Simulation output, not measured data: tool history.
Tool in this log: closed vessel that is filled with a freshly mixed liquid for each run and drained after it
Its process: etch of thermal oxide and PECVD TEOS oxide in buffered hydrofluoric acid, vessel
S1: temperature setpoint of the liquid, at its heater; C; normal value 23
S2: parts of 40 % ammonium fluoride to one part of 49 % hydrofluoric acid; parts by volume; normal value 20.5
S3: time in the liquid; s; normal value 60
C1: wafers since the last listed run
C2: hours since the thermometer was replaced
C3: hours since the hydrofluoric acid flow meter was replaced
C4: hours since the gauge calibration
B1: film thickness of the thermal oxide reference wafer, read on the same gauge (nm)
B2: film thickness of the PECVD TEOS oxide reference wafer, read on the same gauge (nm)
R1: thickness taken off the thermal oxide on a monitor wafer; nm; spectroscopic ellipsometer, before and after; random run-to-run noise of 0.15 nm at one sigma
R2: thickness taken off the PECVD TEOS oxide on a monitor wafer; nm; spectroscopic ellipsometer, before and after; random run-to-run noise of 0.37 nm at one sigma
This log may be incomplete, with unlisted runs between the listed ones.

run,hour,S1,S2,S3,C1,C2,C3,C4,B1,B2,R1,R2
1,0,23,20.5,60,0,225.4,2161,41.9,139.99,139.99,25.73,37.14
2,171.8,23,20.5,60,12947,397.2,2332.8,213.7,140,140.01,25.64,36.52
3,241.2,23,20.5,60,5230,466.6,2402.2,283.1,140.03,139.99,25.42,36.77
4,299.4,23,20.5,30,4386,524.8,2460.4,341.3,139.99,140.01,12.75,18.33
5,330.1,23,25,60,2313,555.5,2491.1,372,140.01,139.98,22.13,31.37
6,358.7,23,25,60,2155,584.1,2519.7,400.6,140.01,140.01,22.18,31.2
# hour 405.8: hydrofluoric acid flow meter replaced
# hour 420.7: thermometer replaced
7,428.2,23,24,60,5087,7.5,22.4,470.1,139.99,140,25.02,35.61
8,471.4,23,20.5,30,3255,50.7,65.6,513.3,140,140,14.01,19.65
9,518.1,23,13,60,3519,97.4,112.3,560,140.03,140,42.43,60.31
# hour 562.6: gauge calibrated
10,570.8,20,14.5,90,3971,150.1,165,8.2,139.98,140.01,49.12,69.74
11,609.5,23,25,60,2916,188.8,203.7,46.9,140.01,140,24.21,34.62
12,648.1,23,20.5,35,2909,227.4,242.3,85.5,139.95,140,16.06,23.06
13,718.1,18,17.5,45,5275,297.4,312.3,155.5,140,139.99,18.01,25.77
14,782.5,19.5,20.5,75,4853,361.8,376.7,219.9,139.99,140.01,28.42,40.88

Predict each of these 4 candidate next runs independently; none follows another, all start after run 14:
A,783.2,19.5,20.5,60,52,362.5,377.4,220.6,?,?,?,?
B,783.2,23,18,85,52,362.5,377.4,220.6,?,?,?,?
C,783.2,27,20.5,35,52,362.5,377.4,220.6,?,?,?,?
D,783.2,23,20.5,75,52,362.5,377.4,220.6,?,?,?,?

run,B1,B2,R1,R2
A,139.99,140.01,22.69,32.77
B,139.99,140.01,43.54,62.88
C,139.99,140.01,20,28.88
D,139.99,140.01,34.47,49.78
Without the tool's unlogged condition, the same runs would have read:
run,R1,R2
A,23.35,33.73
B,45.38,65.54
C,20.58,29.73
D,35.48,51.24

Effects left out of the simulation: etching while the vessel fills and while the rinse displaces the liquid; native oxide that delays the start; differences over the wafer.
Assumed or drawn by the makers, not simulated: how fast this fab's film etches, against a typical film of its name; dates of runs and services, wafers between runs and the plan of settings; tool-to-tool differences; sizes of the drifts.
